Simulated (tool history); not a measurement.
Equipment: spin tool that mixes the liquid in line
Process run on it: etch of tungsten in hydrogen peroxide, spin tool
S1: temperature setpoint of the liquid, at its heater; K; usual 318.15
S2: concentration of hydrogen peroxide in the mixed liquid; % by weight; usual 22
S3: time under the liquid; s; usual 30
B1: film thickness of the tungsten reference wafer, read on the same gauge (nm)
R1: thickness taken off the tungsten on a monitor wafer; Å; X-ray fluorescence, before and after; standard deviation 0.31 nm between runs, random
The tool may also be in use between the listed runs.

{"run": 1, "hour": 0.0, "S1": 318.15, "S2": 22, "S3": 30, "B1": 90, "R1": 538.6}
{"run": 2, "hour": 32.2, "S1": 318.15, "S2": 22, "S3": 30, "B1": 90.01, "R1": 535.1}
{"run": 3, "hour": 56.4, "S1": 315.65, "S2": 22, "S3": 30, "B1": 90, "R1": 452.1}
{"run": 4, "hour": 80.5, "S1": 327.15, "S2": 16, "S3": 50, "B1": 90.02, "R1": 1336.8}
{"hour": 98.8, "done": "heated supply line repaired"}
{"run": 5, "hour": 111.7, "S1": 318.15, "S2": 17.5, "S3": 30, "B1": 89.99, "R1": 477.8}
{"hour": 114.4, "done": "peroxide flow meter replaced"}
{"run": 6, "hour": 134.5, "S1": 318.15, "S2": 26.5, "S3": 45, "B1": 90.01, "R1": 890.9}
{"hour": 145.4, "done": "gauge calibrated"}
{"hour": 148.4, "done": "thermometer replaced"}
{"run": 7, "hour": 153.7, "S1": 318.15, "S2": 22, "S3": 30, "B1": 90.02, "R1": 546}
{"hour": 157.2, "done": "new drum of peroxide connected"}
{"run": 8, "hour": 177.5, "S1": 326.65, "S2": 22, "S3": 30, "B1": 89.98, "R1": 925.7}
{"run": 9, "hour": 211.1, "S1": 314.15, "S2": 25, "S3": 45, "B1": 90, "R1": 683.7}
{"run": 10, "hour": 226.7, "S1": 318.15, "S2": 17.5, "S3": 35, "B1": 89.98, "R1": 565.3}
{"run": 11, "hour": 240.0, "S1": 318.15, "S2": 19.5, "S3": 30, "B1": 90.03, "R1": 518.8}
{"run": 12, "hour": 256.6, "S1": 311.15, "S2": 24, "S3": 15, "B1": 89.97, "R1": 183}
{"run": 13, "hour": 290.3, "S1": 312.65, "S2": 18.5, "S3": 15, "B1": 89.99, "R1": 176.5}
{"run": 14, "hour": 319.1, "S1": 318.15, "S2": 22, "S3": 30, "B1": 89.99, "R1": 546.1}
{"hour": 344.5, "done": "peroxide flow meter replaced, repeated, since the last time left the tool worse"}
{"run": 15, "hour": 408.8, "S1": 312.15, "S2": 22, "S3": 30, "B1": 89.99, "R1": 349}
{"run": 16, "hour": 424.0, "S1": 312.65, "S2": 16, "S3": 30, "B1": 90, "R1": 305}
{"run": 17, "hour": 457.0, "S1": 318.15, "S2": 22, "S3": 30, "B1": 89.97, "R1": 511.6}
{"run": 18, "hour": 471.1, "S1": 318.15, "S2": 17.5, "S3": 15, "B1": 89.99, "R1": 230.8}
{"run": 19, "hour": 492.6, "S1": 314.15, "S2": 25, "S3": 45, "B1": 90, "R1": 633.5}
{"run": 20, "hour": 528.6, "S1": 309.65, "S2": 27, "S3": 30, "B1": 89.97, "R1": 325.7}
{"run": 21, "hour": 548.8, "S1": 318.15, "S2": 22, "S3": 30, "B1": 89.98, "R1": 514.6}
{"run": 22, "hour": 562.9, "S1": 318.15, "S2": 22, "S3": 30, "B1": 90.02, "R1": 507.1}
{"run": 23, "hour": 593.4, "S1": 318.15, "S2": 27.5, "S3": 35, "B1": 89.99, "R1": 678}
{"run": 24, "hour": 611.6, "S1": 313.65, "S2": 24, "S3": 50, "B1": 90.01, "R1": 673.8}
{"run": 25, "hour": 624.6, "S1": 308.65, "S2": 22, "S3": 30, "B1": 90, "R1": 280}
{"run": 26, "hour": 639.1, "S1": 328.15, "S2": 25.5, "S3": 35, "B1": 90, "R1": 1193.2}
{"run": 27, "hour": 652.2, "S1": 318.15, "S2": 22, "S3": 30, "B1": 90.01, "R1": 518.8}

Branching from run 27: 3 alternative next runs. What would each branch give?
{"run": "A", "hour": 652.6, "S1": 318.15, "S2": 22, "S3": 30, "B1": "?", "R1": "?"}
{"run": "B", "hour": 652.6, "S1": 311.15, "S2": 22, "S3": 30, "B1": "?", "R1": "?"}
{"run": "C", "hour": 652.6, "S1": 322.15, "S2": 16.5, "S3": 40, "B1": "?", "R1": "?"}

run=A B1=90 R1=511.9
run=B B1=90 R1=326
run=C B1=90 R1=758.3
Take away the tool's hidden state, keep each run's random variation, and the runs would have read:
run=A R1=507.6
run=B R1=323.2
run=C R1=751.9

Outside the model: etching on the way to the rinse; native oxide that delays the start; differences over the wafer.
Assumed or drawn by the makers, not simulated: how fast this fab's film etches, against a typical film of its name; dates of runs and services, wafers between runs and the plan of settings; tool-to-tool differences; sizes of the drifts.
